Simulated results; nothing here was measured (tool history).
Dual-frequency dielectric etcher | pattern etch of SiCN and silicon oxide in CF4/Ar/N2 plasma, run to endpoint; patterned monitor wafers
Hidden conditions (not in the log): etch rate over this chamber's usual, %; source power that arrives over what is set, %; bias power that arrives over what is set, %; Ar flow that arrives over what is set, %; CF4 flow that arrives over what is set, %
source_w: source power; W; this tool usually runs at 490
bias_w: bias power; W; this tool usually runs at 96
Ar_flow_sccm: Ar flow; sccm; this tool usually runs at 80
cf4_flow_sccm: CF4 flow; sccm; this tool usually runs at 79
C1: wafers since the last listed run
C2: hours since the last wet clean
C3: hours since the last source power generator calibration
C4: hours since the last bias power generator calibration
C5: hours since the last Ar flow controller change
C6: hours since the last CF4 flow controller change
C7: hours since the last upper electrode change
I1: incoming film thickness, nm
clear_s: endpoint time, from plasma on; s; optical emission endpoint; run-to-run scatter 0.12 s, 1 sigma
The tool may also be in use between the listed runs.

run 1 hour=0 | source_w=420 bias_w=77 Ar_flow_sccm=86 cf4_flow_sccm=60 | C1=0 C2=0.5 C3=323.6 C4=330.9 C5=158.5 C6=402.5 C7=4110.4 | I1=16.45 | clear_s=21.1
run 2 hour=46.4 | source_w=490 bias_w=96 Ar_flow_sccm=91 cf4_flow_sccm=79 | C1=470 C2=46.9 C3=370 C4=377.3 C5=204.9 C6=448.9 C7=4156.8 | I1=16.25 | clear_s=16.2
run 3 hour=102.2 | source_w=490 bias_w=96 Ar_flow_sccm=80 cf4_flow_sccm=79 | C1=566 C2=102.7 C3=425.8 C4=433.1 C5=260.7 C6=504.7 C7=4212.6 | I1=16.29 | clear_s=16
run 4 hour=144.9 | source_w=490 bias_w=89 Ar_flow_sccm=80 cf4_flow_sccm=79 | C1=433 C2=145.4 C3=468.5 C4=475.8 C5=303.4 C6=547.4 C7=4255.3 | I1=16.12 | clear_s=16.2
-- hour=212.6 upper electrode replaced, of another model than before
run 5 hour=213.1 | source_w=490 bias_w=96 Ar_flow_sccm=80 cf4_flow_sccm=66 | C1=448 C2=213.6 C3=536.7 C4=544 C5=371.6 C6=615.6 C7=0.5 | I1=16.15 | clear_s=16.2
run 6 hour=221.8 | source_w=490 bias_w=109 Ar_flow_sccm=80 cf4_flow_sccm=79 | C1=88 C2=222.3 C3=545.4 C4=552.7 C5=380.3 C6=624.3 C7=9.2 | I1=16.23 | clear_s=15
run 7 hour=253.6 | source_w=430 bias_w=90 Ar_flow_sccm=66 cf4_flow_sccm=86 | C1=322 C2=254.1 C3=577.2 C4=584.5 C5=412.1 C6=656.1 C7=41 | I1=16.18 | clear_s=17.7
run 8 hour=281.9 | source_w=530 bias_w=102 Ar_flow_sccm=60 cf4_flow_sccm=61 | C1=287 C2=282.4 C3=605.5 C4=612.8 C5=440.4 C6=684.4 C7=69.3 | I1=16.21 | clear_s=15.1
run 9 hour=353.5 | source_w=490 bias_w=96 Ar_flow_sccm=80 cf4_flow_sccm=79 | C1=726 C2=354 C3=677.1 C4=684.4 C5=512 C6=756 C7=140.9 | I1=16.26 | clear_s=16.3
run 10 hour=387.5 | source_w=490 bias_w=116 Ar_flow_sccm=80 cf4_flow_sccm=98 | C1=344 C2=388 C3=711.1 C4=718.4 C5=546 C6=790 C7=174.9 | I1=16.27 | clear_s=14.6
run 11 hour=446.6 | source_w=490 bias_w=96 Ar_flow_sccm=98 cf4_flow_sccm=74 | C1=599 C2=447.1 C3=770.2 C4=777.5 C5=605.1 C6=849.1 C7=234 | I1=16.05 | clear_s=16.9
run 12 hour=494.3 | source_w=490 bias_w=96 Ar_flow_sccm=80 cf4_flow_sccm=79 | C1=483 C2=494.8 C3=817.9 C4=825.2 C5=652.8 C6=896.8 C7=281.7 | I1=16.26 | clear_s=16.7
run 13 hour=549.3 | source_w=610 bias_w=105 Ar_flow_sccm=80 cf4_flow_sccm=71 | C1=557 C2=549.8 C3=872.9 C4=880.2 C5=707.8 C6=951.8 C7=336.7 | I1=16.25 | clear_s=14.1
run 14 hour=576.8 | source_w=490 bias_w=104 Ar_flow_sccm=80 cf4_flow_sccm=79 | C1=278 C2=577.3 C3=900.4 C4=907.7 C5=735.3 C6=979.3 C7=364.2 | I1=16.29 | clear_s=16
-- hour=611.3 wet clean of the chamber
run 15 hour=646.4 | source_w=590 bias_w=84 Ar_flow_sccm=65 cf4_flow_sccm=79 | C1=462 C2=35.1 C3=970 C4=977.3 C5=804.9 C6=1048.9 C7=433.8 | I1=16.12 | clear_s=14.9
run 16 hour=705 | source_w=490 bias_w=96 Ar_flow_sccm=80 cf4_flow_sccm=79 | C1=594 C2=93.7 C3=1028.6 C4=1035.9 C5=863.5 C6=1107.5 C7=492.4 | I1=16.2 | clear_s=15.9
run 17 hour=769.9 | source_w=370 bias_w=82 Ar_flow_sccm=61 cf4_flow_sccm=89 | C1=658 C2=158.6 C3=1093.5 C4=1100.8 C5=928.4 C6=1172.4 C7=557.3 | I1=16.01 | clear_s=19.5
run 18 hour=813.1 | source_w=590 bias_w=96 Ar_flow_sccm=80 cf4_flow_sccm=79 | C1=438 C2=201.8 C3=1136.7 C4=1144 C5=971.6 C6=1215.6 C7=600.5 | I1=16.28 | clear_s=14.6
run 19 hour=882.2 | source_w=490 bias_w=87 Ar_flow_sccm=80 cf4_flow_sccm=68 | C1=700 C2=270.9 C3=1205.8 C4=1213.1 C5=1040.7 C6=1284.7 C7=669.6 | I1=16.11 | clear_s=17.3
run 20 hour=936.1 | source_w=590 bias_w=96 Ar_flow_sccm=80 cf4_flow_sccm=85 | C1=546 C2=324.8 C3=1259.7 C4=1267 C5=1094.6 C6=1338.6 C7=723.5 | I1=16.18 | clear_s=14.5
run 21 hour=988.4 | source_w=490 bias_w=118 Ar_flow_sccm=61 cf4_flow_sccm=87 | C1=530 C2=377.1 C3=1312 C4=1319.3 C5=1146.9 C6=1390.9 C7=775.8 | I1=16.34 | clear_s=14.5
run 22 hour=1029.3 | source_w=570 bias_w=118 Ar_flow_sccm=80 cf4_flow_sccm=87 | C1=414 C2=418 C3=1352.9 C4=1360.2 C5=1187.8 C6=1431.8 C7=816.7 | I1=16.19 | clear_s=13.2
-- hour=1091.5 wet clean of the chamber
run 23 hour=1092 | source_w=530 bias_w=96 Ar_flow_sccm=80 cf4_flow_sccm=79 | C1=392 C2=0.5 C3=1415.6 C4=1422.9 C5=1250.5 C6=1494.5 C7=879.4 | I1=16.16 | clear_s=15

Measured minus without-hidden-state, run by run (identical run-to-run variation in each term; gauge scatter may differ):
run=1 clear_s=+0.1
run=2 clear_s=+0.1
run=3 clear_s=+0.2
run=4 clear_s=+0.2
run=5 clear_s=+0.3
run=6 clear_s=+0.3
run=7 clear_s=+0.5
run=8 clear_s=+0.5
run=9 clear_s=+0.5
run=10 clear_s=+0.6
run=11 clear_s=+0.8
run=12 clear_s=+0.8
run=13 clear_s=+0.8
run=14 clear_s=+0.9
run=15 clear_s=+0
run=16 clear_s=+0.1
run=17 clear_s=+0.2
run=18 clear_s=+0.2
run=19 clear_s=+0.4
run=20 clear_s=+0.5
run=21 clear_s=+0.5
run=22 clear_s=+0.5
run=23 clear_s=+0
